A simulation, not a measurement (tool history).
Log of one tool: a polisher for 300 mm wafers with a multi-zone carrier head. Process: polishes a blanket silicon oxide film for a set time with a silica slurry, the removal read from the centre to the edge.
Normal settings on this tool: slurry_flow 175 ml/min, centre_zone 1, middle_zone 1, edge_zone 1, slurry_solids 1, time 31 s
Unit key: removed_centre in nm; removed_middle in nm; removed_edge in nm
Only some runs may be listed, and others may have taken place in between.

run,hour,slurry_flow,centre_zone,middle_zone,edge_zone,slurry_solids,time,wafers since the last listed run,wafers polished on this pad,hours since the slurry nozzle was cleaned,hours since the centre zone pressure was calibrated,hours since the edge zone pressure was calibrated,hours since the carrier head's membrane was replaced,"incoming thickness of the incoming film, nm",removed_centre,removed_middle,removed_edge
1,0,175,1,1,1,1,31,0,587,241.6,384.7,490.8,1578.7,855.5,110.1,109.4,111.2
2,30.8,175,1,0.95,1,1,31,236,823,272.4,415.5,521.6,1609.5,851.3,107.1,105.6,111.2
3,53.8,175,1,1.04,1,1,31,176,999,295.4,438.5,544.6,1632.5,832.2,106.2,108.9,110
# hour 62.1: slurry nozzle cleaned
# hour 63.2: worn pad replaced by a new one
# hour 74.5: carrier head's membrane replaced by a new one
4,78.4,175,1,1.04,1,1,31,133,77,16.3,463.1,569.2,3.9,843.3,102.4,102.7,107.6
# hour 94.9: edge zone pressure recalibrated
5,95.8,175,1,1,1,1,31,118,195,33.7,480.5,0.9,21.3,836.1,102.3,102.8,108.4
6,112.7,175,1,1,1,1,31,129,325,50.6,497.4,17.8,38.2,831.5,102.3,101.5,106.6
7,137.1,175,1,1,1,1,31,186,512,75,521.8,42.2,62.6,833.9,101.2,100.7,105.6
8,155.4,175,1,1,1,1,31,140,652,93.3,540.1,60.5,80.9,840,98.2,102.8,105.6
9,178,135,1.1,1,1,1.3,31,173,825,115.9,562.7,83.1,103.5,838.8,112.3,102.5,110.9
# hour 187.6: slurry nozzle cleaned, repeated, since the last time left the tool worse
# hour 197.5: worn pad replaced by a new one
10,198.2,230,0.94,1,1.1,1,31,116,5,10.6,582.9,103.3,123.7,847.7,108,114,120.8
11,227.1,175,1.09,1,1,1,31,221,226,39.5,611.8,132.2,152.6,843.5,123.1,110.4,115

Predict the results of run 12:
12,245.7,210,0.93,1,0.89,1,22,142,369,58.1,630.4,150.8,171.2,829.1,?,?,?

Run 12 measured removed_centre 74.2 nm, removed_middle 78.8 nm, removed_edge 77 nm.
With the hidden condition absent and the run-to-run variation left alone, this run would have shown removed_centre 74.5 nm, removed_middle 79.1 nm, removed_edge 77.2 nm.

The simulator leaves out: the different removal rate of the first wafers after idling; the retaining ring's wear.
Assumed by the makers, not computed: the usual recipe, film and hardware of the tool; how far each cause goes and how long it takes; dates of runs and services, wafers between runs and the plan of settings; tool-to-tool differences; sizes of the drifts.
